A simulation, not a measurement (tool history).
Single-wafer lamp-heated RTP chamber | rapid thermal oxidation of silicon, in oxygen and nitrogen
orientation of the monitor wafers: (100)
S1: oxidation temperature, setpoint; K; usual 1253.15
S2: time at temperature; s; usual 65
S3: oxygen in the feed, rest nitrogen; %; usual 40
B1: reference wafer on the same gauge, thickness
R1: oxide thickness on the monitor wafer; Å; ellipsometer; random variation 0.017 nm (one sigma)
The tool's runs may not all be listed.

run     day       S1  S2  S3     B1     R1
  1   0.000  1253.15  65  62  3.268  45.53
  2   2.546  1253.15  65  40  3.259  40.14
  3   6.775  1253.15  65  40  3.263  40.11
  4   9.308  1253.15  65  40  3.260  40.53
     10.517  -- pyrometer window cleaned and pyrometer calibrated
  5  11.129  1253.15  65  40  3.259  41.89
  6  13.400  1253.15  65  40  3.260  42.14
  7  21.571  1253.15  40  40  3.261  35.03
  8  26.046  1253.15  40  40  3.259  35.41
  9  28.812  1253.15  40  40  3.264  35.42
     30.783  -- pyrometer window cleaned and pyrometer calibrated, repeated, since the last time left the tool worse
 10  31.312  1253.15  41  40  3.262  33.36
 11  33.633  1240.15  50  40  3.265  33.11
 12  37.475  1240.15  50  40  3.258  32.90
 13  39.083  1240.15  50  40  3.256  33.20
 14  41.283  1253.15  50  40  3.264  36.03
 15  42.896  1269.15  87  19  3.260  39.70
 16  47.088  1233.15  87  62  3.258  44.89
     48.242  -- oxygen flow controller replaced
 17  49.938  1233.15  65  23  3.259  31.04
 18  52.329  1253.15  87  40  3.261  45.82
 19  54.454  1245.15  65  40  3.258  38.20

Run 20 comes next. What will it give?
 20  58.325  1253.15  65  48   ?   ?

{"run 20": {"B1": 3.257, "R1": 43.34}}
Without the tool's hidden state the same run would have given R1 41.58 Å.

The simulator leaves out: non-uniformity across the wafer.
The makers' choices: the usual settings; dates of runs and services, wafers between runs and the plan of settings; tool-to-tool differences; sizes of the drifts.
